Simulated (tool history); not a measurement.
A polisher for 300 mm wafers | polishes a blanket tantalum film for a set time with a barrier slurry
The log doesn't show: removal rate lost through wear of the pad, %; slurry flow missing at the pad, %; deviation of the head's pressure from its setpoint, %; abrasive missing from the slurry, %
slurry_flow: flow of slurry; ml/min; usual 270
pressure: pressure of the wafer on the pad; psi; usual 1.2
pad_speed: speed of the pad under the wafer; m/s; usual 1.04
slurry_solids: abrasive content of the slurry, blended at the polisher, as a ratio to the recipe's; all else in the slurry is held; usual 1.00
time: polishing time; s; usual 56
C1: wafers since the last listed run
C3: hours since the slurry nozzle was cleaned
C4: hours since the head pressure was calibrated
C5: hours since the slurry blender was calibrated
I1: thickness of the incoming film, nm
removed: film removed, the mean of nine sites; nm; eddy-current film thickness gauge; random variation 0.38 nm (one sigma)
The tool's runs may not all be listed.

Run 1, hour 0.0: usual settings but slurry_solids 1.25; C1 0; wafers polished on this pad 542; C3 835.1; C4 572.4; C5 266.9; I1 394.1. Result: removed 47.0 nm.
Run 2, hour 10.3: usual settings but slurry_solids 1.25; C1 122; wafers polished on this pad 664; C3 845.4; C4 582.7; C5 277.2; I1 396.8. Result: removed 46.7 nm.
Run 3, hour 16.9: usual settings; C1 78; wafers polished on this pad 742; C3 852.0; C4 589.3; C5 283.8; I1 389.0. Result: removed 43.8 nm.
At hour 27.8: worn pad replaced by a new one.
Run 4, hour 34.3: usual settings; C1 159; wafers polished on this pad 77; C3 869.4; C4 606.7; C5 301.2; I1 385.7. Result: removed 43.8 nm.
Run 5, hour 43.4: usual settings; C1 108; wafers polished on this pad 185; C3 878.5; C4 615.8; C5 310.3; I1 388.0. Result: removed 43.7 nm.
Run 6, hour 55.3: usual settings; C1 141; wafers polished on this pad 326; C3 890.4; C4 627.7; C5 322.2; I1 382.8. Result: removed 43.4 nm.
Run 7, hour 70.5: usual settings but slurry_flow 305 ml/min, time 60 s; C1 180; wafers polished on this pad 507; C3 905.6; C4 642.9; C5 337.4; I1 395.4. Result: removed 47.6 nm.
Run 8, hour 91.4: usual settings but slurry_flow 305 ml/min, time 60 s; C1 248; wafers polished on this pad 755; C3 926.5; C4 663.8; C5 358.3; I1 394.6. Result: removed 47.1 nm.
At hour 100.5: slurry blender recalibrated.
At hour 101.5: worn pad replaced by a new one.
At hour 110.5: slurry nozzle cleaned.
Run 9, hour 137.0: usual settings; C1 494; wafers polished on this pad 409; C3 26.5; C4 709.4; C5 36.5; I1 385.5. Result: removed 47.8 nm.
Run 10, hour 149.0: usual settings but slurry_solids 0.90; C1 142; wafers polished on this pad 552; C3 38.5; C4 721.4; C5 48.5; I1 390.8. Result: removed 46.1 nm.
At hour 156.9: head pressure recalibrated.
At hour 186.4: worn pad replaced by a new one.
Run 11, hour 186.9: usual settings but slurry_flow 350 ml/min, slurry_solids 1.20; C1 378; wafers polished on this pad 6; C3 76.4; C4 30.0; C5 86.4; I1 386.5. Result: removed 51.4 nm.
Run 12, hour 196.0: usual settings but slurry_flow 220 ml/min, pressure 0.9 psi, slurry_solids 1.15; C1 108; wafers polished on this pad 114; C3 85.5; C4 39.1; C5 95.5; I1 387.0. Result: removed 36.5 nm.
Run 13, hour 203.8: usual settings but slurry_flow 355 ml/min, pressure 1.6 psi, time 36 s; C1 92; wafers polished on this pad 206; C3 93.3; C4 46.9; C5 103.3; I1 381.7. Result: removed 41.8 nm.
Run 14, hour 213.2: usual settings but slurry_flow 185 ml/min, pressure 1.4 psi, time 50 s; C1 111; wafers polished on this pad 318; C3 102.7; C4 56.3; C5 112.7; I1 387.6. Result: removed 47.4 nm.
Run 15, hour 229.7: usual settings but slurry_flow 215 ml/min, pad_speed 1.22 m/s; C1 195; wafers polished on this pad 514; C3 119.2; C4 72.8; C5 129.2; I1 382.4. Result: removed 54.4 nm.
Run 16, hour 244.1: usual settings; C1 170; wafers polished on this pad 684; C3 133.6; C4 87.2; C5 143.6; I1 386.6. Result: removed 47.1 nm.
Run 17, hour 253.1: usual settings but time 62 s; C1 106; wafers polished on this pad 791; C3 142.6; C4 96.2; C5 152.6; I1 390.5. Result: removed 53.2 nm.
Run 18, hour 259.3: usual settings but slurry_flow 360 ml/min, slurry_solids 0.90; C1 73; wafers polished on this pad 865; C3 148.8; C4 102.4; C5 158.8; I1 383.2. Result: removed 47.8 nm.
At hour 267.4: worn pad replaced by a new one.
Run 19, hour 271.1: usual settings but slurry_flow 335 ml/min, pressure 1.6 psi; C1 92; wafers polished on this pad 44; C3 160.6; C4 114.2; C5 170.6; I1 387.1. Result: removed 65.1 nm.
Run 20, hour 282.5: usual settings; C1 135; wafers polished on this pad 179; C3 172.0; C4 125.6; C5 182.0; I1 394.4. Result: removed 47.8 nm.
Run 21, hour 294.9: usual settings but slurry_flow 205 ml/min, pressure 1.5 psi, slurry_solids 1.10, time 45 s; C1 147; wafers polished on this pad 326; C3 184.4; C4 138.0; C5 194.4; I1 391.9. Result: removed 47.3 nm.

Forecast each of these 5 alternatives for the next run:
Run A, hour 295.3: usual settings but time 73 s; C1 4; wafers polished on this pad 331; C3 184.8; C4 138.4; C5 194.8; I1 384.4. Result: removed ?.
Run B, hour 295.3: usual settings but pressure 1.5 psi, time 65 s; C1 4; wafers polished on this pad 331; C3 184.8; C4 138.4; C5 194.8; I1 384.4. Result: removed ?.
Run C, hour 295.3: usual settings but pad_speed 1.36 m/s, time 67 s; C1 4; wafers polished on this pad 331; C3 184.8; C4 138.4; C5 194.8; I1 384.4. Result: removed ?.
Run D, hour 295.3: usual settings but time 50 s; C1 4; wafers polished on this pad 331; C3 184.8; C4 138.4; C5 194.8; I1 384.4. Result: removed ?.
Run E, hour 295.3: usual settings but slurry_solids 0.75, time 40 s; C1 4; wafers polished on this pad 331; C3 184.8; C4 138.4; C5 194.8; I1 384.4. Result: removed ?.

run  removed
  A     63.3
  B     70.2
  C     75.9
  D     43.3
  E     31.8
Without the tool's hidden state the same runs would have given:
run  removed
  A     63.5
  B     70.5
  C     76.3
  D     43.5
  E     31.9
